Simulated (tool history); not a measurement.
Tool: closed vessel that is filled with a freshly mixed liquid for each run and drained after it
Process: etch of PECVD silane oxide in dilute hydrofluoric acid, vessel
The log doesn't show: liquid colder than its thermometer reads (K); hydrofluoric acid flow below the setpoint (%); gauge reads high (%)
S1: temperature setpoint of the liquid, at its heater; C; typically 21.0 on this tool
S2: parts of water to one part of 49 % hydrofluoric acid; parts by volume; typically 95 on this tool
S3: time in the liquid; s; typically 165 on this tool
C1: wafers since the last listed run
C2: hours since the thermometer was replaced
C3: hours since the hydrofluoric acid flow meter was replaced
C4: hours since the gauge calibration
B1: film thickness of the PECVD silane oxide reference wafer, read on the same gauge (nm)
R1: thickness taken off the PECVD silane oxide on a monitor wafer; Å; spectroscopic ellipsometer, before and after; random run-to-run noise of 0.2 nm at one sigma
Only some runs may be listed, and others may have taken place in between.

{"run": 1, "day": 0.0, "S1": 21.0, "S2": 95, "S3": 165, "C1": 0, "C2": 230.6, "C3": 516.1, "C4": 467.9, "B1": 30.02, "R1": 308.2}
{"run": 2, "day": 1.667, "S1": 21.0, "S2": 65, "S3": 165, "C1": 3229, "C2": 270.6, "C3": 556.1, "C4": 507.9, "B1": 30.01, "R1": 464.5}
{"run": 3, "day": 3.671, "S1": 21.0, "S2": 60, "S3": 165, "C1": 3883, "C2": 318.7, "C3": 604.2, "C4": 556.0, "B1": 29.97, "R1": 505.4}
{"run": 4, "day": 5.983, "S1": 21.0, "S2": 60, "S3": 165, "C1": 4481, "C2": 374.2, "C3": 659.7, "C4": 611.5, "B1": 30.0, "R1": 508.9}
{"run": 5, "day": 8.904, "S1": 21.0, "S2": 60, "S3": 165, "C1": 5660, "C2": 444.3, "C3": 729.8, "C4": 681.6, "B1": 30.01, "R1": 510.5}
{"run": 6, "day": 11.192, "S1": 21.0, "S2": 95, "S3": 165, "C1": 4433, "C2": 499.2, "C3": 784.7, "C4": 736.5, "B1": 30.0, "R1": 307.9}
{"run": 7, "day": 12.392, "S1": 18.0, "S2": 70, "S3": 165, "C1": 2325, "C2": 528.0, "C3": 813.5, "C4": 765.3, "B1": 29.99, "R1": 382.6}
{"run": 8, "day": 13.788, "S1": 23.0, "S2": 95, "S3": 165, "C1": 2705, "C2": 561.5, "C3": 847.0, "C4": 798.8, "B1": 30.0, "R1": 331.3}
{"run": 9, "day": 16.338, "S1": 24.5, "S2": 60, "S3": 165, "C1": 4941, "C2": 622.7, "C3": 908.2, "C4": 860.0, "B1": 30.0, "R1": 582.6}
{"run": 10, "day": 23.25, "S1": 21.0, "S2": 95, "S3": 165, "C1": 13396, "C2": 788.6, "C3": 1074.1, "C4": 1025.9, "B1": 29.99, "R1": 305.8}
{"run": 11, "day": 25.858, "S1": 21.0, "S2": 80, "S3": 165, "C1": 5054, "C2": 851.2, "C3": 1136.7, "C4": 1088.5, "B1": 29.98, "R1": 366.3}
{"run": 12, "day": 28.458, "S1": 21.0, "S2": 80, "S3": 165, "C1": 5038, "C2": 913.6, "C3": 1199.1, "C4": 1150.9, "B1": 30.0, "R1": 368.0}
{"run": 13, "day": 29.6, "S1": 21.0, "S2": 95, "S3": 165, "C1": 2212, "C2": 941.0, "C3": 1226.5, "C4": 1178.3, "B1": 29.98, "R1": 300.1}
{"run": 14, "day": 30.929, "S1": 18.5, "S2": 80, "S3": 75, "C1": 2575, "C2": 972.9, "C3": 1258.4, "C4": 1210.2, "B1": 29.97, "R1": 149.9}
{"run": 15, "day": 31.975, "S1": 17.0, "S2": 95, "S3": 165, "C1": 2026, "C2": 998.0, "C3": 1283.5, "C4": 1235.3, "B1": 30.0, "R1": 257.6}
{"run": 16, "day": 34.083, "S1": 21.0, "S2": 95, "S3": 165, "C1": 4085, "C2": 1048.6, "C3": 1334.1, "C4": 1285.9, "B1": 30.0, "R1": 300.2}
{"run": 17, "day": 35.721, "S1": 21.0, "S2": 95, "S3": 165, "C1": 3173, "C2": 1087.9, "C3": 1373.4, "C4": 1325.2, "B1": 30.02, "R1": 303.1}
{"run": 18, "day": 37.842, "S1": 23.0, "S2": 55, "S3": 165, "C1": 4110, "C2": 1138.8, "C3": 1424.3, "C4": 1376.1, "B1": 29.98, "R1": 593.5}
{"run": 19, "day": 39.225, "S1": 21.0, "S2": 95, "S3": 165, "C1": 2680, "C2": 1172.0, "C3": 1457.5, "C4": 1409.3, "B1": 30.03, "R1": 303.3}
{"day": 40.079, "done": "gauge calibrated"}
{"day": 41.267, "done": "thermometer replaced"}
{"run": 20, "day": 41.621, "S1": 17.0, "S2": 110, "S3": 165, "C1": 4562, "C2": 8.5, "C3": 1515.0, "C4": 37.0, "B1": 30.01, "R1": 216.2}
{"run": 21, "day": 43.933, "S1": 21.0, "S2": 110, "S3": 165, "C1": 4481, "C2": 64.0, "C3": 1570.5, "C4": 92.5, "B1": 29.99, "R1": 256.5}
{"run": 22, "day": 45.046, "S1": 17.0, "S2": 120, "S3": 165, "C1": 2155, "C2": 90.7, "C3": 1597.2, "C4": 119.2, "B1": 29.98, "R1": 198.1}
{"run": 23, "day": 46.471, "S1": 21.0, "S2": 95, "S3": 165, "C1": 2761, "C2": 124.9, "C3": 1631.4, "C4": 153.4, "B1": 30.01, "R1": 302.3}
{"day": 46.583, "done": "hydrofluoric acid flow meter replaced"}
{"run": 24, "day": 48.792, "S1": 23.0, "S2": 130, "S3": 165, "C1": 4416, "C2": 180.6, "C3": 53.0, "C4": 209.1, "B1": 30.01, "R1": 234.7}
{"run": 25, "day": 50.021, "S1": 25.5, "S2": 120, "S3": 70, "C1": 2382, "C2": 210.1, "C3": 82.5, "C4": 238.6, "B1": 29.99, "R1": 122.7}
{"run": 26, "day": 51.238, "S1": 21.0, "S2": 95, "S3": 205, "C1": 2357, "C2": 239.3, "C3": 111.7, "C4": 267.8, "B1": 29.99, "R1": 387.9}
{"run": 27, "day": 53.333, "S1": 24.0, "S2": 95, "S3": 165, "C1": 4061, "C2": 289.6, "C3": 162.0, "C4": 318.1, "B1": 29.99, "R1": 351.3}
{"run": 28, "day": 55.588, "S1": 23.5, "S2": 95, "S3": 165, "C1": 4368, "C2": 343.7, "C3": 216.1, "C4": 372.2, "B1": 30.02, "R1": 341.1}
{"run": 29, "day": 60.979, "S1": 17.0, "S2": 75, "S3": 260, "C1": 10448, "C2": 473.1, "C3": 345.5, "C4": 501.6, "B1": 29.99, "R1": 538.2}
{"run": 30, "day": 62.721, "S1": 21.0, "S2": 95, "S3": 165, "C1": 3375, "C2": 514.9, "C3": 387.3, "C4": 543.4, "B1": 29.97, "R1": 308.4}
{"run": 31, "day": 64.004, "S1": 21.0, "S2": 95, "S3": 165, "C1": 2487, "C2": 545.7, "C3": 418.1, "C4": 574.2, "B1": 29.99, "R1": 304.4}
{"run": 32, "day": 65.792, "S1": 21.0, "S2": 95, "S3": 165, "C1": 3464, "C2": 588.6, "C3": 461.0, "C4": 617.1, "B1": 30.0, "R1": 309.9}
{"run": 33, "day": 73.358, "S1": 21.0, "S2": 55, "S3": 200, "C1": 14663, "C2": 770.2, "C3": 642.6, "C4": 798.7, "B1": 30.0, "R1": 676.4}

For each run, the measured value with the value that run would have given without the tool's hidden condition subtracted. The run-to-run variation is shared by both, the gauge scatter possibly not:
run=1 R1=-5.3
run=2 R1=-8.0
run=3 R1=-9.2
run=4 R1=-9.7
run=5 R1=-10.3
run=6 R1=-6.7
run=7 R1=-8.3
run=8 R1=-7.6
run=9 R1=-13.6
run=10 R1=-8.2
run=11 R1=-10.1
run=12 R1=-10.5
run=13 R1=-8.8
run=14 R1=-4.4
run=15 R1=-7.8
run=16 R1=-9.4
run=17 R1=-9.7
run=18 R1=-18.8
run=19 R1=-10.1
run=20 R1=-7.5
run=21 R1=-9.3
run=22 R1=-7.1
run=23 R1=-11.0
run=24 R1=-1.1
run=25 R1=-0.6
run=26 R1=-2.0
run=27 R1=-2.2
run=28 R1=-2.4
run=29 R1=-4.9
run=30 R1=-3.1
run=31 R1=-3.2
run=32 R1=-3.5
run=33 R1=-9.3
